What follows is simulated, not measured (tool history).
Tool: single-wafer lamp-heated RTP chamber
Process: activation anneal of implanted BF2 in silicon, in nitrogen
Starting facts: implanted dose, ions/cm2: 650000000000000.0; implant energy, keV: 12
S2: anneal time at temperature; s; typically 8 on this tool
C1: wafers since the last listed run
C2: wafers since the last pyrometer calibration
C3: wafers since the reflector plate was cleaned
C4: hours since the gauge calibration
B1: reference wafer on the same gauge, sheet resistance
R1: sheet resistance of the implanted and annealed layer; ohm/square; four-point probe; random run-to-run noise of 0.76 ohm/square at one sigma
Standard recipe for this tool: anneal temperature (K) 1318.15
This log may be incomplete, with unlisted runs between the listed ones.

run 1 hour=0.0 | anneal_temperature_(K)=1318.15 S2=8 | C1=0 C2=17 C3=1914 C4=524.2 | B1=203.76 | R1=237.88
run 2 hour=25.2 | anneal_temperature_(K)=1318.15 S2=8 | C1=241 C2=258 C3=2155 C4=549.4 | B1=203.99 | R1=239.53
run 3 hour=53.8 | anneal_temperature_(K)=1318.15 S2=8 | C1=273 C2=532 C3=2429 C4=578.0 | B1=203.78 | R1=236.75
run 4 hour=74.0 | anneal_temperature_(K)=1318.15 S2=8 | C1=193 C2=725 C3=2622 C4=598.2 | B1=203.90 | R1=236.00
run 5 hour=104.6 | anneal_temperature_(K)=1303.15 S2=8 | C1=292 C2=1018 C3=2915 C4=628.8 | B1=203.98 | R1=249.94
run 6 hour=127.0 | anneal_temperature_(K)=1303.15 S2=8 | C1=214 C2=1233 C3=3129 C4=651.2 | B1=203.67 | R1=247.88
-- hour=145.8 gauge calibrated
run 7 hour=146.1 | anneal_temperature_(K)=1296.15 S2=8 | C1=182 C2=1415 C3=3312 C4=0.3 | B1=204.05 | R1=253.82
run 8 hour=173.4 | anneal_temperature_(K)=1318.15 S2=8 | C1=261 C2=1677 C3=3573 C4=27.6 | B1=204.12 | R1=232.63
run 9 hour=241.8 | anneal_temperature_(K)=1318.15 S2=8 | C1=654 C2=2331 C3=4228 C4=96.0 | B1=203.96 | R1=228.55
-- hour=274.3 pyrometer window cleaned and pyrometer calibrated
run 10 hour=274.8 | anneal_temperature_(K)=1318.15 S2=8 | C1=239 C2=4 C3=4467 C4=129.0 | B1=204.05 | R1=236.25
run 11 hour=283.2 | anneal_temperature_(K)=1318.15 S2=9 | C1=80 C2=84 C3=4548 C4=137.4 | B1=204.16 | R1=232.63
run 12 hour=297.1 | anneal_temperature_(K)=1318.15 S2=9 | C1=133 C2=217 C3=4681 C4=151.3 | B1=203.84 | R1=233.25
run 13 hour=323.2 | anneal_temperature_(K)=1308.15 S2=11 | C1=249 C2=467 C3=4930 C4=177.4 | B1=203.92 | R1=235.58
run 14 hour=342.8 | anneal_temperature_(K)=1308.15 S2=11 | C1=187 C2=655 C3=5118 C4=197.0 | B1=204.22 | R1=234.08
run 15 hour=373.9 | anneal_temperature_(K)=1345.15 S2=6 | C1=297 C2=952 C3=5416 C4=228.1 | B1=204.10 | R1=218.48
run 16 hour=395.2 | anneal_temperature_(K)=1307.15 S2=10 | C1=203 C2=1156 C3=5619 C4=249.4 | B1=203.83 | R1=235.91
run 17 hour=408.7 | anneal_temperature_(K)=1347.15 S2=8 | C1=129 C2=1285 C3=5749 C4=262.9 | B1=204.09 | R1=209.32
-- hour=433.7 reflector plate cleaned
run 18 hour=441.1 | anneal_temperature_(K)=1288.15 S2=5 | C1=233 C2=1519 C3=71 C4=295.3 | B1=204.02 | R1=282.91
run 19 hour=458.8 | anneal_temperature_(K)=1290.15 S2=4 | C1=169 C2=1688 C3=240 C4=313.0 | B1=203.82 | R1=283.62
run 20 hour=482.9 | anneal_temperature_(K)=1340.15 S2=8 | C1=230 C2=1919 C3=471 C4=337.1 | B1=204.04 | R1=215.46
run 21 hour=517.4 | anneal_temperature_(K)=1318.15 S2=8 | C1=330 C2=2249 C3=801 C4=371.6 | B1=203.76 | R1=232.30
-- hour=557.5 pyrometer window cleaned and pyrometer calibrated
run 22 hour=558.0 | anneal_temperature_(K)=1289.15 S2=5 | C1=311 C2=4 C3=1113 C4=412.2 | B1=203.94 | R1=288.85
run 23 hour=590.8 | anneal_temperature_(K)=1330.15 S2=10 | C1=313 C2=318 C3=1427 C4=445.0 | B1=203.85 | R1=224.29
run 24 hour=615.4 | anneal_temperature_(K)=1348.15 S2=11 | C1=235 C2=553 C3=1662 C4=469.6 | B1=204.12 | R1=208.44
run 25 hour=645.4 | anneal_temperature_(K)=1310.15 S2=8 | C1=287 C2=840 C3=1949 C4=499.6 | B1=204.07 | R1=246.72
run 26 hour=658.0 | anneal_temperature_(K)=1318.15 S2=11 | C1=120 C2=961 C3=2070 C4=512.2 | B1=204.10 | R1=228.83
run 27 hour=687.8 | anneal_temperature_(K)=1318.15 S2=13 | C1=285 C2=1246 C3=2355 C4=542.0 | B1=204.42 | R1=223.51
run 28 hour=707.4 | anneal_temperature_(K)=1318.15 S2=4 | C1=187 C2=1434 C3=2542 C4=561.6 | B1=204.05 | R1=253.72
-- hour=734.5 gauge calibrated
run 29 hour=735.1 | anneal_temperature_(K)=1296.15 S2=8 | C1=265 C2=1699 C3=2808 C4=0.6 | B1=203.71 | R1=256.53
run 30 hour=751.1 | anneal_temperature_(K)=1329.15 S2=8 | C1=153 C2=1852 C3=2961 C4=16.6 | B1=203.67 | R1=224.91
run 31 hour=785.4 | anneal_temperature_(K)=1318.15 S2=8 | C1=328 C2=2180 C3=3289 C4=50.9 | B1=204.18 | R1=230.61
-- hour=793.6 pyrometer window cleaned and pyrometer calibrated
run 32 hour=819.3 | anneal_temperature_(K)=1318.15 S2=8 | C1=247 C2=246 C3=3537 C4=84.8 | B1=204.15 | R1=235.56
run 33 hour=844.9 | anneal_temperature_(K)=1326.15 S2=11 | C1=244 C2=491 C3=3782 C4=110.4 | B1=203.99 | R1=220.18
run 34 hour=947.8 | anneal_temperature_(K)=1318.15 S2=8 | C1=984 C2=1476 C3=4767 C4=213.3 | B1=203.82 | R1=230.84
run 35 hour=981.6 | anneal_temperature_(K)=1289.15 S2=5 | C1=323 C2=1799 C3=5090 C4=247.1 | B1=203.95 | R1=272.22
-- hour=1004.6 reflector plate cleaned
run 36 hour=1005.1 | anneal_temperature_(K)=1318.15 S2=9 | C1=148 C2=1947 C3=5 C4=270.6 | B1=204.01 | R1=230.12
run 37 hour=1028.5 | anneal_temperature_(K)=1318.15 S2=8 | C1=223 C2=2171 C3=228 C4=294.0 | B1=204.10 | R1=231.74

What will run 38 give?
run 38 hour=1064.2 | anneal_temperature_(K)=1331.15 S2=12 | C1=341 C2=2513 C3=570 C4=329.7 | B1=? | R1=?

B1: 203.94
R1: 210.58 ohm/square
Had the tool carried no hidden state, the very same run would have given R1 220.59 ohm/square.
